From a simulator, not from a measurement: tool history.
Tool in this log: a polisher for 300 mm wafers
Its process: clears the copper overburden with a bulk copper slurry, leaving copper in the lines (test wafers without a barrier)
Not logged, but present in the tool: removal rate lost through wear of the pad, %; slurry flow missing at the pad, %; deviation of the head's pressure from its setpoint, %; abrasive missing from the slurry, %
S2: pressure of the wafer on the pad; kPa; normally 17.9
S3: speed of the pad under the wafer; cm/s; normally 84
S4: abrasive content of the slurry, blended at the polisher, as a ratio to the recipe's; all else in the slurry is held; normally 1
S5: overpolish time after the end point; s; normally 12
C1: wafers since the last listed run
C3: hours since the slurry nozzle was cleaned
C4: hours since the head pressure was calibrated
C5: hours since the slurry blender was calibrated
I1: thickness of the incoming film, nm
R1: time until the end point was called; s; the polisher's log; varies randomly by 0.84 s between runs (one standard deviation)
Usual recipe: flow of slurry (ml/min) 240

run 1 hour=0 | flow_of_slurry_(ml/min)=240 S2=20.7 S3=84 S4=1 S5=12 | C1=0 wafers_polished_on_this_pad=1104 C3=518.5 C4=573.3 C5=362.7 | I1=700 | R1=82.1
-- hour=23.2 head pressure recalibrated
run 2 hour=23.7 | flow_of_slurry_(ml/min)=240 S2=17.9 S3=84 S4=1.15 S5=9 | C1=234 wafers_polished_on_this_pad=1339 C3=542.2 C4=0.5 C5=386.4 | I1=680.5 | R1=91.6
-- hour=45 slurry nozzle cleaned
run 3 hour=55.3 | flow_of_slurry_(ml/min)=240 S2=17.9 S3=84 S4=1 S5=12 | C1=330 wafers_polished_on_this_pad=1669 C3=10.3 C4=32.1 C5=418 | I1=678.8 | R1=94
run 4 hour=70.1 | flow_of_slurry_(ml/min)=285 S2=17.9 S3=84 S4=1 S5=12 | C1=159 wafers_polished_on_this_pad=1829 C3=25.1 C4=46.9 C5=432.8 | I1=680.3 | R1=92
run 5 hour=100.4 | flow_of_slurry_(ml/min)=240 S2=17.9 S3=84 S4=0.9 S5=12 | C1=327 wafers_polished_on_this_pad=2157 C3=55.4 C4=77.2 C5=463.1 | I1=694.8 | R1=95.9
run 6 hour=121.7 | flow_of_slurry_(ml/min)=240 S2=17.9 S3=84 S4=1 S5=12 | C1=230 wafers_polished_on_this_pad=2387 C3=76.7 C4=98.5 C5=484.4 | I1=696.1 | R1=94.8
-- hour=124.3 slurry blender recalibrated
run 7 hour=155.2 | flow_of_slurry_(ml/min)=240 S2=17.9 S3=84 S4=1 S5=16 | C1=340 wafers_polished_on_this_pad=2727 C3=110.2 C4=132 C5=30.9 | I1=685 | R1=95.7
-- hour=160.7 worn pad replaced by a new one
run 8 hour=173 | flow_of_slurry_(ml/min)=240 S2=17.9 S3=84 S4=1 S5=12 | C1=149 wafers_polished_on_this_pad=132 C3=128 C4=149.8 C5=48.7 | I1=698.7 | R1=99.3
run 9 hour=194.1 | flow_of_slurry_(ml/min)=240 S2=17.9 S3=100 S4=1.1 S5=12 | C1=227 wafers_polished_on_this_pad=360 C3=149.1 C4=170.9 C5=69.8 | I1=692.9 | R1=80.2
run 10 hour=221.9 | flow_of_slurry_(ml/min)=240 S2=13.8 S3=64 S4=0.9 S5=7 | C1=300 wafers_polished_on_this_pad=661 C3=176.9 C4=198.7 C5=97.6 | I1=695.6 | R1=172.7
run 11 hour=250.1 | flow_of_slurry_(ml/min)=195 S2=13.8 S3=60 S4=0.75 S5=12 | C1=304 wafers_polished_on_this_pad=965 C3=205.1 C4=226.9 C5=125.8 | I1=686.3 | R1=187
run 12 hour=284 | flow_of_slurry_(ml/min)=240 S2=17.9 S3=84 S4=1 S5=9 | C1=366 wafers_polished_on_this_pad=1332 C3=239 C4=260.8 C5=159.7 | I1=680.8 | R1=97.4
run 13 hour=308.1 | flow_of_slurry_(ml/min)=175 S2=17.9 S3=84 S4=1 S5=14 | C1=260 wafers_polished_on_this_pad=1592 C3=263.1 C4=284.9 C5=183.8 | I1=689.6 | R1=102.6
run 14 hour=340.2 | flow_of_slurry_(ml/min)=265 S2=17.9 S3=106 S4=1.1 S5=9 | C1=346 wafers_polished_on_this_pad=1939 C3=295.2 C4=317 C5=215.9 | I1=697.4 | R1=78.4
run 15 hour=354 | flow_of_slurry_(ml/min)=240 S2=17.9 S3=84 S4=1 S5=12 | C1=149 wafers_polished_on_this_pad=2088 C3=309 C4=330.8 C5=229.7 | I1=697.7 | R1=99.7
-- hour=377.6 slurry blender recalibrated, repeated, since the last time left the tool worse
run 16 hour=388.3 | flow_of_slurry_(ml/min)=185 S2=17.9 S3=100 S4=1 S5=12 | C1=348 wafers_polished_on_this_pad=2437 C3=343.3 C4=365.1 C5=10.7 | I1=693.5 | R1=81
-- hour=394.5 worn pad replaced by a new one
run 17 hour=421.5 | flow_of_slurry_(ml/min)=240 S2=17.9 S3=84 S4=1 S5=12 | C1=315 wafers_polished_on_this_pad=291 C3=376.5 C4=398.3 C5=43.9 | I1=705.5 | R1=94.1
run 18 hour=445.9 | flow_of_slurry_(ml/min)=240 S2=17.9 S3=84 S4=1 S5=12 | C1=263 wafers_polished_on_this_pad=554 C3=400.9 C4=422.7 C5=68.3 | I1=688.7 | R1=92.1
run 19 hour=471 | flow_of_slurry_(ml/min)=210 S2=22.8 S3=84 S4=1.15 S5=8 | C1=271 wafers_polished_on_this_pad=826 C3=426 C4=447.8 C5=93.4 | I1=694.2 | R1=73.9
run 20 hour=485.3 | flow_of_slurry_(ml/min)=240 S2=17.9 S3=106 S4=1 S5=12 | C1=154 wafers_polished_on_this_pad=980 C3=440.3 C4=462.1 C5=107.7 | I1=700 | R1=74.9
run 21 hour=515.1 | flow_of_slurry_(ml/min)=280 S2=15.9 S3=84 S4=1 S5=6 | C1=321 wafers_polished_on_this_pad=1302 C3=470.1 C4=491.9 C5=137.5 | I1=687.4 | R1=103.8
run 22 hour=541.1 | flow_of_slurry_(ml/min)=240 S2=17.9 S3=84 S4=1.15 S5=12 | C1=280 wafers_polished_on_this_pad=1583 C3=496.1 C4=517.9 C5=163.5 | I1=684.4 | R1=89.8
run 23 hour=558.9 | flow_of_slurry_(ml/min)=240 S2=13.1 S3=100 S4=1 S5=12 | C1=192 wafers_polished_on_this_pad=1775 C3=513.9 C4=535.7 C5=181.3 | I1=694.3 | R1=108.5
run 24 hour=593.5 | flow_of_slurry_(ml/min)=240 S2=17.9 S3=84 S4=1 S5=12 | C1=373 wafers_polished_on_this_pad=2149 C3=548.5 C4=570.3 C5=215.9 | I1=697.3 | R1=95
run 25 hour=614.6 | flow_of_slurry_(ml/min)=240 S2=16.5 S3=84 S4=1.2 S5=12 | C1=227 wafers_polished_on_this_pad=2377 C3=569.6 C4=591.4 C5=237 | I1=685.4 | R1=98.2
-- hour=634.6 worn pad replaced by a new one
run 26 hour=635.9 | flow_of_slurry_(ml/min)=240 S2=15.9 S3=84 S4=1.1 S5=12 | C1=186 wafers_polished_on_this_pad=13 C3=590.9 C4=612.7 C5=258.3 | I1=696.4 | R1=107.4
run 27 hour=662.1 | flow_of_slurry_(ml/min)=240 S2=17.9 S3=108 S4=1 S5=12 | C1=283 wafers_polished_on_this_pad=296 C3=617.1 C4=638.9 C5=284.5 | I1=683.4 | R1=72.4
run 28 hour=674.2 | flow_of_slurry_(ml/min)=240 S2=17.9 S3=84 S4=1 S5=12 | C1=130 wafers_polished_on_this_pad=427 C3=629.2 C4=651 C5=296.6 | I1=682.7 | R1=92.4
-- hour=690.2 slurry nozzle cleaned
run 29 hour=696.2 | flow_of_slurry_(ml/min)=240 S2=17.9 S3=84 S4=1 S5=12 | C1=226 wafers_polished_on_this_pad=654 C3=6 C4=673 C5=318.6 | I1=695.2 | R1=96

Below are 3 alternative next runs, each starting from the tool's condition after run 29. Predict each:
run A hour=696.7 | flow_of_slurry_(ml/min)=240 S2=17.9 S3=84 S4=1 S5=12 | C1=5 wafers_polished_on_this_pad=659 C3=6.5 C4=673.5 C5=319.1 | I1=694.6 | R1=?
run B hour=696.7 | flow_of_slurry_(ml/min)=240 S2=17.9 S3=84 S4=1 S5=17 | C1=5 wafers_polished_on_this_pad=659 C3=6.5 C4=673.5 C5=319.1 | I1=694.6 | R1=?
run C hour=696.7 | flow_of_slurry_(ml/min)=240 S2=21.4 S3=54 S4=1 S5=6 | C1=5 wafers_polished_on_this_pad=659 C3=6.5 C4=673.5 C5=319.1 | I1=694.6 | R1=?

run=A R1=96.8
run=B R1=96.8
run=C R1=126.3
Without the tool's unlogged condition, the same runs would have read:
run=A R1=94.7
run=B R1=94.7
run=C R1=123.5
